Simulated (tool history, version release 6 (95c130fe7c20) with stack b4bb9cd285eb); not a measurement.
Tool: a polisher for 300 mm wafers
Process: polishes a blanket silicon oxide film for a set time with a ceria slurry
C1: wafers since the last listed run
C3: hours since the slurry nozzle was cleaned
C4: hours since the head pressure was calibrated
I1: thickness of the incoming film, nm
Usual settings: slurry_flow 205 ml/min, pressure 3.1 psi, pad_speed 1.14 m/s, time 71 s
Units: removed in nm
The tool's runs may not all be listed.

Run 1, hour 0: usual settings but pressure 2.8 psi, time 80 s; C1 0; wafers polished on this pad 367; C3 566.7; C4 1256.6; I1 1567.9. Result: removed 363.2 nm.
Run 2, hour 18: usual settings but pad_speed 0.9 m/s; C1 236; wafers polished on this pad 603; C3 584.7; C4 1274.6; I1 1589.5. Result: removed 293 nm.
Run 3, hour 35.6: usual settings but pad_speed 0.9 m/s; C1 231; wafers polished on this pad 835; C3 602.3; C4 1292.2; I1 1572.4. Result: removed 294.3 nm.
Run 4, hour 46.7: usual settings but pressure 3.8 psi; C1 145; wafers polished on this pad 980; C3 613.4; C4 1303.3; I1 1541.4. Result: removed 434.1 nm.
Run 5, hour 55.6: usual settings but pressure 3.8 psi; C1 116; wafers polished on this pad 1097; C3 622.3; C4 1312.2; I1 1585.9. Result: removed 438 nm.
At hour 63.7: worn pad replaced by a new one.
Run 6, hour 72.7: usual settings but pressure 3.8 psi; C1 172; wafers polished on this pad 118; C3 639.4; C4 1329.3; I1 1569.5. Result: removed 437.7 nm.
Run 7, hour 90.1: usual settings; C1 228; wafers polished on this pad 346; C3 656.8; C4 1346.7; I1 1534.8. Result: removed 360.8 nm.
At hour 93.2: slurry nozzle cleaned.
At hour 101: head pressure recalibrated.
Run 8, hour 104.7: usual settings; C1 152; wafers polished on this pad 499; C3 11.5; C4 3.7; I1 1575.9. Result: removed 361.6 nm.
Run 9, hour 113: usual settings; C1 109; wafers polished on this pad 608; C3 19.8; C4 12; I1 1594.6. Result: removed 355.1 nm.
Run 10, hour 122.5: usual settings but slurry_flow 225 ml/min, pressure 3.6 psi, pad_speed 1.32 m/s, time 47 s; C1 124; wafers polished on this pad 733; C3 29.3; C4 21.5; I1 1570.7. Result: removed 316.2 nm.
Run 11, hour 130.9: usual settings but time 87 s; C1 110; wafers polished on this pad 843; C3 37.7; C4 29.9; I1 1565.3. Result: removed 440.1 nm.
At hour 141.9: worn pad replaced by a new one.
Run 12, hour 146.5: usual settings but slurry_flow 265 ml/min, time 92 s; C1 152; wafers polished on this pad 60; C3 53.3; C4 45.5; I1 1571.8. Result: removed 472 nm.
Run 13, hour 155.8: usual settings but slurry_flow 240 ml/min, pad_speed 0.92 m/s, time 90 s; C1 122; wafers polished on this pad 182; C3 62.6; C4 54.8; I1 1593.3. Result: removed 375.2 nm.
Run 14, hour 166.5: usual settings; C1 140; wafers polished on this pad 323; C3 73.3; C4 65.5; I1 1573.4. Result: removed 355.6 nm.
Run 15, hour 177.4: usual settings but pressure 3.5 psi, pad_speed 1.48 m/s; C1 143; wafers polished on this pad 466; C3 84.2; C4 76.4; I1 1588.6. Result: removed 512.8 nm.
Run 16, hour 195.1: usual settings but pressure 2.4 psi, pad_speed 1.36 m/s, time 85 s; C1 232; wafers polished on this pad 699; C3 101.9; C4 94.1; I1 1565.6. Result: removed 389.4 nm.

How the hidden state differs across the entries between the runs, from the last listed run before each to the first after it:
Between runs 5 and 6: worn pad replaced by a new one (hour 63.7)
  no hidden state differs between the two runs
Between runs 7 and 8: slurry nozzle cleaned (hour 93.2); head pressure recalibrated (hour 101)
  no hidden state differs between the two runs
Between runs 11 and 12: worn pad replaced by a new one (hour 141.9)
  no hidden state differs between the two runs
